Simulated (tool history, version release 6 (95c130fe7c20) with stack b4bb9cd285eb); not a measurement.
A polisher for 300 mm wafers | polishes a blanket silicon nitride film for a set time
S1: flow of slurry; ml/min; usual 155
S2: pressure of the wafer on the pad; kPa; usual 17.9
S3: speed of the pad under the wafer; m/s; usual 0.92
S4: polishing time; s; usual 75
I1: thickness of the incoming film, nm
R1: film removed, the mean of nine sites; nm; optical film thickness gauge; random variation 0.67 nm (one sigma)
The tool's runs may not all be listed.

| run | hour | S1 | S2 | S3 | S4 | I1 | R1 |
|---|---|---|---|---|---|---|---|
| 1 | 0 | 155 | 17.9 | 0.92 | 75 | 368.9 | 84.3 |
| 2 | 33.8 | 155 | 17.9 | 0.92 | 75 | 363.7 | 83.5 |
| 3 | 65.8 | 155 | 17.9 | 0.92 | 75 | 371 | 81.5 |
|  | 82.2 | slurry nozzle cleaned |
| 4 | 83.1 | 155 | 17.9 | 1.12 | 75 | 372.1 | 95.2 |
|  | 120.8 | worn pad replaced by a new one |
| 5 | 121.3 | 155 | 17.9 | 1.12 | 75 | 369.9 | 101.7 |
| 6 | 153.1 | 155 | 17.9 | 1.12 | 75 | 372.9 | 99 |
| 7 | 180.5 | 155 | 17.9 | 0.92 | 86 | 364.8 | 95.3 |
| 8 | 209.2 | 155 | 17.9 | 0.92 | 75 | 367 | 82.9 |
| 9 | 230.3 | 155 | 17.9 | 0.92 | 75 | 376.6 | 81.8 |
| 10 | 244.6 | 135 | 17.9 | 0.92 | 91 | 376.8 | 95.1 |
| 11 | 261 | 135 | 17.9 | 0.92 | 91 | 369 | 95.5 |
| 12 | 290.2 | 115 | 17.9 | 0.92 | 75 | 371.4 | 75.5 |
|  | 312.3 | worn pad replaced by a new one |
| 13 | 323.6 | 155 | 17.9 | 0.92 | 75 | 373.2 | 84.2 |
| 14 | 359.6 | 155 | 17.9 | 0.92 | 75 | 368.3 | 84 |
| 15 | 385.4 | 155 | 17.9 | 0.92 | 75 | 371.5 | 82.4 |
| 16 | 412.2 | 155 | 17.9 | 0.92 | 75 | 367.8 | 80 |
| 17 | 456.9 | 130 | 12.4 | 0.92 | 75 | 367.4 | 57.1 |
| 18 | 479.2 | 130 | 12.4 | 0.92 | 75 | 369.4 | 57 |
| 19 | 494 | 155 | 17.9 | 1.12 | 75 | 374.7 | 90 |
|  | 496.9 | head pressure recalibrated |
|  | 500.2 | worn pad replaced by a new one |
| 20 | 517.7 | 120 | 12.4 | 0.92 | 75 | 366.7 | 64.7 |
|  | 522.4 | slurry nozzle cleaned |
| 21 | 532.4 | 155 | 17.9 | 0.92 | 67 | 369.1 | 80.6 |
| 22 | 556.9 | 200 | 22.8 | 0.8 | 75 | 372.7 | 100.5 |
| 23 | 584.3 | 110 | 20.7 | 0.78 | 55 | 372.8 | 59.6 |
| 24 | 614.5 | 155 | 13.1 | 1.16 | 75 | 370 | 80.6 |
| 25 | 637.7 | 155 | 17.9 | 0.92 | 75 | 372.2 | 85.9 |
|  | 653.7 | worn pad replaced by a new one |
| 26 | 665.7 | 155 | 17.9 | 0.92 | 75 | 370.4 | 88.6 |
| 27 | 697.3 | 155 | 17.9 | 0.92 | 75 | 371.1 | 88.2 |
| 28 | 723.7 | 155 | 17.9 | 0.76 | 75 | 372.9 | 73.4 |
| 29 | 758.9 | 170 | 17.9 | 0.92 | 85 | 365.7 | 96.4 |
| 30 | 771.1 | 200 | 17.9 | 1.18 | 92 | 371.3 | 129.9 |
| 31 | 791.6 | 155 | 17.9 | 0.92 | 75 | 368.1 | 82.9 |
|  | 810.6 | worn pad replaced by a new one |
| 32 | 811.1 | 190 | 17.9 | 0.76 | 75 | 369.6 | 78.8 |
| 33 | 833.5 | 155 | 15.9 | 0.8 | 75 | 375 | 71.6 |

Forecast each of these 4 alternatives for the next run:
| A | 833.9 | 125 | 17.9 | 0.92 | 75 | 372.5 | ? |
| B | 833.9 | 155 | 24.1 | 0.92 | 75 | 372.5 | ? |
| C | 833.9 | 170 | 17.9 | 0.92 | 61 | 372.5 | ? |
| D | 833.9 | 180 | 11.7 | 0.66 | 92 | 372.5 | ? |

| run | R1 |
|---|---|
| A | 85.7 |
| B | 113.8 |
| C | 73.2 |
| D | 61.2 |
Without the tool's hidden state the same runs would have given:
| run | R1 |
|---|---|
| A | 89 |
| B | 118.3 |
| C | 76 |
| D | 63.6 |
